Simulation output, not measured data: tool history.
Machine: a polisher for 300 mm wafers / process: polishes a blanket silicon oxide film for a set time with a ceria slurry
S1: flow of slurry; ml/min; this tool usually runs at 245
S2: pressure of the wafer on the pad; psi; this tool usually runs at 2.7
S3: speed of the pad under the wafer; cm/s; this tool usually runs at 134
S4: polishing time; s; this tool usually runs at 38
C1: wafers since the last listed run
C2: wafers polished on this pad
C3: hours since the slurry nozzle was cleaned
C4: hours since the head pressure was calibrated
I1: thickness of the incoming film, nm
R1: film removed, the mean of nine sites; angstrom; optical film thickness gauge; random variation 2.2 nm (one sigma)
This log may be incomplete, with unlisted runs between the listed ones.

Run 1, day 0: usual settings but S4 29 s; C1 0; C2 711; C3 426.8; C4 223.9; I1 715.1. Result: R1 1385 angstrom.
Run 2, day 3.579: usual settings but S4 29 s; C1 928; C2 1640; C3 512.7; C4 309.8; I1 715.1. Result: R1 1334 angstrom.
Run 3, day 4.233: usual settings but S4 29 s; C1 169; C2 1810; C3 528.4; C4 325.5; I1 732. Result: R1 1310 angstrom.
At day 4.417: head pressure recalibrated.
At day 4.871: worn pad replaced by a new one.
Run 4, day 5.517: usual settings but S3 146 cm/s; C1 268; C2 167; C3 559.2; C4 26.4; I1 718.2. Result: R1 1988 angstrom.
Run 5, day 6.546: usual settings but S3 146 cm/s; C1 267; C2 434; C3 583.9; C4 51.1; I1 723.2. Result: R1 2013 angstrom.
Run 6, day 7.992: usual settings; C1 375; C2 809; C3 618.6; C4 85.8; I1 722.5. Result: R1 1837 angstrom.
Run 7, day 10.367: usual settings; C1 616; C2 1425; C3 675.6; C4 142.8; I1 730.2. Result: R1 1794 angstrom.
At day 10.55: slurry nozzle cleaned.
Run 8, day 11.242: usual settings; C1 216; C2 1642; C3 16.6; C4 163.8; I1 711.4. Result: R1 1831 angstrom.
Run 9, day 12.192: usual settings; C1 246; C2 1888; C3 39.4; C4 186.6; I1 729.2. Result: R1 1765 angstrom.
At day 13.204: worn pad replaced by a new one.
Run 10, day 13.233: usual settings but S2 3.1 psi, S3 108 cm/s; C1 227; C2 7; C3 64.4; C4 211.6; I1 714.2. Result: R1 1604 angstrom.
Run 11, day 14.346: usual settings but S2 3.1 psi, S3 108 cm/s; C1 288; C2 295; C3 91.1; C4 238.3; I1 719.6. Result: R1 1538 angstrom.
Run 12, day 15.346: usual settings; C1 259; C2 555; C3 115.1; C4 262.3; I1 730.7. Result: R1 1782 angstrom.
Run 13, day 16.325: usual settings; C1 254; C2 809; C3 138.6; C4 285.8; I1 719.2. Result: R1 1702 angstrom.
Run 14, day 17.038: usual settings; C1 184; C2 994; C3 155.7; C4 302.9; I1 709. Result: R1 1690 angstrom.
Run 15, day 18.083: usual settings but S4 28 s; C1 271; C2 1265; C3 180.8; C4 328; I1 726.2. Result: R1 1269 angstrom.
Run 16, day 18.704: usual settings; C1 161; C2 1427; C3 195.7; C4 342.9; I1 711.6. Result: R1 1707 angstrom.
At day 18.8: head pressure recalibrated.
Run 17, day 19.925: usual settings; C1 295; C2 1722; C3 225; C4 27; I1 734.2. Result: R1 1843 angstrom.
Run 18, day 20.554: usual settings; C1 163; C2 1885; C3 240.1; C4 42.1; I1 722.1. Result: R1 1818 angstrom.
At day 21.571: worn pad replaced by a new one.
Run 19, day 21.792: usual settings; C1 277; C2 57; C3 269.8; C4 71.8; I1 705.8. Result: R1 1825 angstrom.
Run 20, day 22.296: usual settings; C1 130; C2 188; C3 281.9; C4 83.9; I1 718.9. Result: R1 1837 angstrom.
Run 21, day 23.112: usual settings but S3 172 cm/s; C1 211; C2 400; C3 301.5; C4 103.5; I1 716.7. Result: R1 2324 angstrom.
Run 22, day 23.992: usual settings but S3 88 cm/s; C1 228; C2 628; C3 322.6; C4 124.6; I1 717.4. Result: R1 1184 angstrom.
Run 23, day 24.692: usual settings but S2 3.5 psi, S3 148 cm/s; C1 181; C2 809; C3 339.4; C4 141.4; I1 719.5. Result: R1 2465 angstrom.
Run 24, day 25.65: usual settings but S1 275 ml/min, S2 2.1 psi, S3 162 cm/s, S4 32 s; C1 248; C2 1058; C3 362.4; C4 164.4; I1 719.6. Result: R1 1557 angstrom.
Run 25, day 26.546: usual settings but S1 270 ml/min, S2 2.1 psi, S3 170 cm/s, S4 35 s; C1 232; C2 1291; C3 383.9; C4 185.9; I1 707.8. Result: R1 1777 angstrom.
Run 26, day 27.912: usual settings but S2 3 psi; C1 354; C2 1645; C3 416.7; C4 218.7; I1 708.3. Result: R1 1916 angstrom.
Run 27, day 28.675: usual settings but S2 2 psi, S4 33 s; C1 197; C2 1843; C3 435; C4 237; I1 723.5. Result: R1 1265 angstrom.
At day 29.404: worn pad replaced by a new one.
Run 28, day 29.425: usual settings but S1 170 ml/min, S2 3.5 psi, S3 176 cm/s, S4 30 s; C1 151; C2 4; C3 453; C4 255; I1 718.8. Result: R1 2175 angstrom.
Run 29, day 29.95: usual settings but S3 162 cm/s; C1 136; C2 141; C3 465.6; C4 267.6; I1 715.8. Result: R1 2142 angstrom.
At day 30.358: head pressure recalibrated.
Run 30, day 30.738: usual settings but S1 205 ml/min, S3 110 cm/s, S4 44 s; C1 182; C2 323; C3 484.5; C4 9.1; I1 719.6. Result: R1 1726 angstrom.
Run 31, day 31.283: usual settings but S1 290 ml/min, S2 3.1 psi, S3 160 cm/s, S4 29 s; C1 141; C2 465; C3 497.6; C4 22.2; I1 722.2. Result: R1 1858 angstrom.
Run 32, day 31.933: usual settings but S3 152 cm/s, S4 44 s; C1 168; C2 634; C3 513.2; C4 37.8; I1 718. Result: R1 2376 angstrom.
Run 33, day 32.908: usual settings but S3 170 cm/s; C1 253; C2 887; C3 536.6; C4 61.2; I1 714.7. Result: R1 2268 angstrom.
Run 34, day 34.221: usual settings but S2 3.3 psi, S3 88 cm/s; C1 340; C2 1227; C3 568.1; C4 92.7; I1 714.9. Result: R1 1410 angstrom.
Run 35, day 35.658: usual settings; C1 373; C2 1601; C3 602.6; C4 127.2; I1 726.6. Result: R1 1810 angstrom.
Run 36, day 36.604: usual settings but S2 2.2 psi, S3 100 cm/s, S4 33 s; C1 245; C2 1846; C3 625.3; C4 149.9; I1 725. Result: R1 1025 angstrom.
At day 36.921: slurry nozzle cleaned.
Run 37, day 37.246: usual settings; C1 155; C2 2002; C3 7.8; C4 165.3; I1 720. Result: R1 1808 angstrom.
At day 37.721: worn pad replaced by a new one.
Run 38, day 38.504: usual settings but S2 3.5 psi, S3 148 cm/s; C1 283; C2 203; C3 38; C4 195.5; I1 724.3. Result: R1 2369 angstrom.

Below are 3 alternative next runs, each starting from the tool's condition after run 38. Predict each:
Run A, day 38.521: usual settings but S4 33 s; C1 4; C2 207; C3 38.4; C4 195.9; I1 714.3. Result: R1 ?.
Run B, day 38.521: usual settings but S3 92 cm/s, S4 45 s; C1 4; C2 207; C3 38.4; C4 195.9; I1 714.3. Result: R1 ?.
Run C, day 38.521: usual settings but S2 2.3 psi, S3 116 cm/s, S4 29 s; C1 4; C2 207; C3 38.4; C4 195.9; I1 714.3. Result: R1 ?.

run    R1
  A  1577
  B  1476
  C  1073
With no hidden state in the tool, these same runs would have given:
run    R1
  A  1614
  B  1511
  C  1099

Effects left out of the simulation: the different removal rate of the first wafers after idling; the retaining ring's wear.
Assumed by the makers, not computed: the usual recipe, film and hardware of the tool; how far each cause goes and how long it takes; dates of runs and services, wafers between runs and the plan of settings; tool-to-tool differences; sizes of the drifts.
